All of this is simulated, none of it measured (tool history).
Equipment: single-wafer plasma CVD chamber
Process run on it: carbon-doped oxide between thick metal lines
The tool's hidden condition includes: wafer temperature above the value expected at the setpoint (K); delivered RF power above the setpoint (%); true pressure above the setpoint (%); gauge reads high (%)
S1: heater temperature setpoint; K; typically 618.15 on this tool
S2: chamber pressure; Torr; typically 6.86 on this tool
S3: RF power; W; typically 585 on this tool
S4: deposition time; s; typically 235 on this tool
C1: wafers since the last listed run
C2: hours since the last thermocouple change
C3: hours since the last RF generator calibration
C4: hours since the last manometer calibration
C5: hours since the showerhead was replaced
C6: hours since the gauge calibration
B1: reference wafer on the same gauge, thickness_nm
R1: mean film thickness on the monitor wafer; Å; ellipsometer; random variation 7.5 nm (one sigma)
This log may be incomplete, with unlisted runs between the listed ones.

run,day,S1,S2,S3,S4,C1,C2,C3,C4,C5,C6,B1,R1
1,0.000,618.15,7.52,585,235,0,834.1,1873.6,2875.5,5561.5,23.9,1371.412,12193.64
2,0.775,618.15,6.86,585,235,112,852.7,1892.2,2894.1,5580.1,42.5,1368.988,12233.10
3,1.425,618.15,6.86,585,235,94,868.3,1907.8,2909.7,5595.7,58.1,1369.712,12047.91
# day 2.454: capacitance manometer re-zeroed and calibrated
4,2.583,618.15,6.86,585,235,119,896.1,1935.6,3.1,5623.5,85.9,1369.802,12283.05
5,5.754,618.15,6.86,585,235,459,972.2,2011.7,79.2,5699.6,162.0,1372.337,12180.04
6,6.492,618.15,6.86,585,235,106,989.9,2029.4,96.9,5717.3,179.7,1369.237,12226.79
7,7.442,618.15,6.86,585,235,137,1012.7,2052.2,119.7,5740.1,202.5,1367.997,12191.36
# day 8.379: RF generator calibrated
8,8.812,618.15,6.86,585,235,150,1045.6,10.4,152.6,5773.0,235.4,1370.974,12888.61
# day 10.121: showerhead replaced
9,10.271,618.15,6.86,585,235,163,1080.6,45.4,187.6,3.6,270.4,1369.861,12903.74
10,11.554,618.15,5.28,585,235,186,1111.4,76.2,218.4,34.4,301.2,1370.302,12485.25
11,12.379,612.15,5.56,650,277,119,1131.2,96.0,238.2,54.2,321.0,1367.663,16388.08
12,13.750,618.15,6.86,585,235,198,1164.1,128.9,271.1,87.1,353.9,1367.928,12708.31
# day 14.442: thermocouple changed; heater temperature recalibrated
13,14.888,618.15,6.86,585,235,116,10.7,156.2,298.4,114.4,381.2,1369.090,12821.94
14,16.075,618.15,5.26,585,206,172,39.2,184.7,326.9,142.9,409.7,1368.733,11032.08
15,17.129,625.15,6.86,585,249,152,64.5,210.0,352.2,168.2,435.0,1370.244,13274.02
16,17.879,618.15,6.86,585,235,108,82.5,228.0,370.2,186.2,453.0,1370.195,12692.96
17,18.833,618.15,6.86,585,235,138,105.4,250.9,393.1,209.1,475.9,1370.402,12751.31
18,19.442,623.15,6.86,625,235,88,120.0,265.5,407.7,223.7,490.5,1369.916,13243.34
19,20.783,618.15,5.21,530,235,194,152.2,297.7,439.9,255.9,522.7,1370.165,11533.28
# day 21.042: gauge calibrated
20,21.633,618.15,7.73,585,235,123,172.6,318.1,460.3,276.3,14.2,1369.260,12773.56
21,23.121,618.15,6.86,585,235,215,208.3,353.8,496.0,312.0,49.9,1371.179,12572.39
22,24.446,606.15,6.86,585,235,192,240.1,385.6,527.8,343.8,81.7,1370.475,13101.14
23,25.525,628.15,7.90,615,208,156,266.0,411.5,553.7,369.7,107.6,1369.232,11339.61
24,26.962,633.15,6.22,495,235,208,300.5,446.0,588.2,404.2,142.1,1370.519,10434.03
25,28.204,624.15,7.38,585,269,180,330.3,475.8,618.0,434.0,171.9,1370.072,14192.76
26,29.704,612.15,5.22,675,200,217,366.3,511.8,654.0,470.0,207.9,1369.073,11766.44
27,30.283,630.15,8.36,585,235,83,380.2,525.7,667.9,483.9,221.8,1370.248,12267.72
28,31.662,629.15,5.53,525,235,199,413.3,558.8,701.0,517.0,254.9,1369.723,10983.37
29,32.771,618.15,6.86,585,235,160,439.9,585.4,727.6,543.6,281.5,1370.367,12514.92

Below are 3 alternative next runs, each starting from the tool's condition after run 29. Predict each:
A,32.792,618.15,7.76,585,235,3,440.4,585.9,728.1,544.1,282.0,?,?
B,32.792,604.15,8.13,525,265,3,440.4,585.9,728.1,544.1,282.0,?,?
C,32.792,618.15,6.86,625,235,3,440.4,585.9,728.1,544.1,282.0,?,?

run,B1,R1
A,1371.105,12607.38
B,1371.105,13739.30
C,1371.105,13136.50
Without the tool's hidden state the same runs would have given:
run,R1
A,13168.16
B,14376.98
C,13717.96

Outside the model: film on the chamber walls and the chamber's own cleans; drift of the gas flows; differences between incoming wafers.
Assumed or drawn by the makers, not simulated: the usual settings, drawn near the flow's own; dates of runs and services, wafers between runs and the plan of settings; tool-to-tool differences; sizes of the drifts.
